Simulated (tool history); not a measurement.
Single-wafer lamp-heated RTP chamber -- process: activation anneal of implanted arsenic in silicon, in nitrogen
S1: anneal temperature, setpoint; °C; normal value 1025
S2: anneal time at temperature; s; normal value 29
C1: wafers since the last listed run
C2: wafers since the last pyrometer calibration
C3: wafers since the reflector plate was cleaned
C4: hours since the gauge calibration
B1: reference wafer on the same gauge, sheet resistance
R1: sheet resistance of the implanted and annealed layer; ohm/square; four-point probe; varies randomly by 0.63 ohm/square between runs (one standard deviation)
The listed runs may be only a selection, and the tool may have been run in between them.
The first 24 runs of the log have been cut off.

Run 25, hour 316.3: usual settings but S1 997 °C, S2 19 s; C1 341; C2 3302; C3 4303; C4 167.7; B1 148.85. Result: R1 168.1 ohm/square.
At hour 333.1: pyrometer window cleaned and pyrometer calibrated.
Run 26, hour 333.5: usual settings but S2 23 s; C1 195; C2 8; C3 4498; C4 184.9; B1 148.93. Result: R1 134.85 ohm/square.
Run 27, hour 341.5: usual settings; C1 169; C2 178; C3 4668; C4 192.9; B1 149.01. Result: R1 128.34 ohm/square.
Run 28, hour 387.3: usual settings but S1 1051 °C, S2 38 s; C1 972; C2 1150; C3 5641; C4 238.7; B1 149.05. Result: R1 109.26 ohm/square.
Run 29, hour 399: usual settings but S1 1010 °C, S2 24 s; C1 248; C2 1399; C3 5889; C4 250.4; B1 148.94. Result: R1 145.33 ohm/square.
Run 30, hour 416.4: usual settings but S1 1008 °C, S2 20 s; C1 369; C2 1768; C3 6258; C4 267.8; B1 149.07. Result: R1 154.54 ohm/square.
Run 31, hour 434: usual settings but S1 1038 °C, S2 43 s; C1 373; C2 2142; C3 6632; C4 285.4; B1 148.97. Result: R1 111.75 ohm/square.
Run 32, hour 448.7: usual settings but S1 1044 °C, S2 41 s; C1 312; C2 2454; C3 6944; C4 300.1; B1 149. Result: R1 110.07 ohm/square.
Run 33, hour 465.8: usual settings but S1 1003 °C, S2 24 s; C1 363; C2 2817; C3 7307; C4 317.2; B1 148.99. Result: R1 150.12 ohm/square.
Run 34, hour 474.8: usual settings but S1 1054 °C, S2 14 s; C1 191; C2 3008; C3 7499; C4 326.2; B1 149.11. Result: R1 126.74 ohm/square.
At hour 492.4: pyrometer window cleaned and pyrometer calibrated.
Run 35, hour 492.9: usual settings but S1 1007 °C; C1 214; C2 9; C3 7713; C4 344.3; B1 148.89. Result: R1 140.68 ohm/square.
Run 36, hour 506.7: usual settings but S1 1042 °C, S2 35 s; C1 293; C2 302; C3 8006; C4 358.1; B1 149.01. Result: R1 114.49 ohm/square.
Run 37, hour 523: usual settings but S1 1050 °C; C1 346; C2 648; C3 8352; C4 374.4; B1 149.08. Result: R1 113.95 ohm/square.

Each row is a separate what-if for the run after 37, all from the same tool condition, not one after another. Results?
Run A, hour 523.4: usual settings; C1 8; C2 657; C3 8361; C4 374.8; B1 ?. Result: R1 ?.
Run B, hour 523.4: usual settings but S1 1036 °C, S2 22 s; C1 8; C2 657; C3 8361; C4 374.8; B1 ?. Result: R1 ?.
Run C, hour 523.4: usual settings but S1 1039 °C, S2 36 s; C1 8; C2 657; C3 8361; C4 374.8; B1 ?. Result: R1 ?.
Run D, hour 523.4: usual settings but S1 1037 °C, S2 14 s; C1 8; C2 657; C3 8361; C4 374.8; B1 ?. Result: R1 ?.

run     B1      R1
  A  148.9   127.8
  B  148.9  128.05
  C  148.9  115.64
  D  148.9  139.66
Stripped of hidden state, with their random variation kept, the same runs would have yielded:
run      R1
  A  130.65
  B  130.82
  C  117.46
  D   143.2
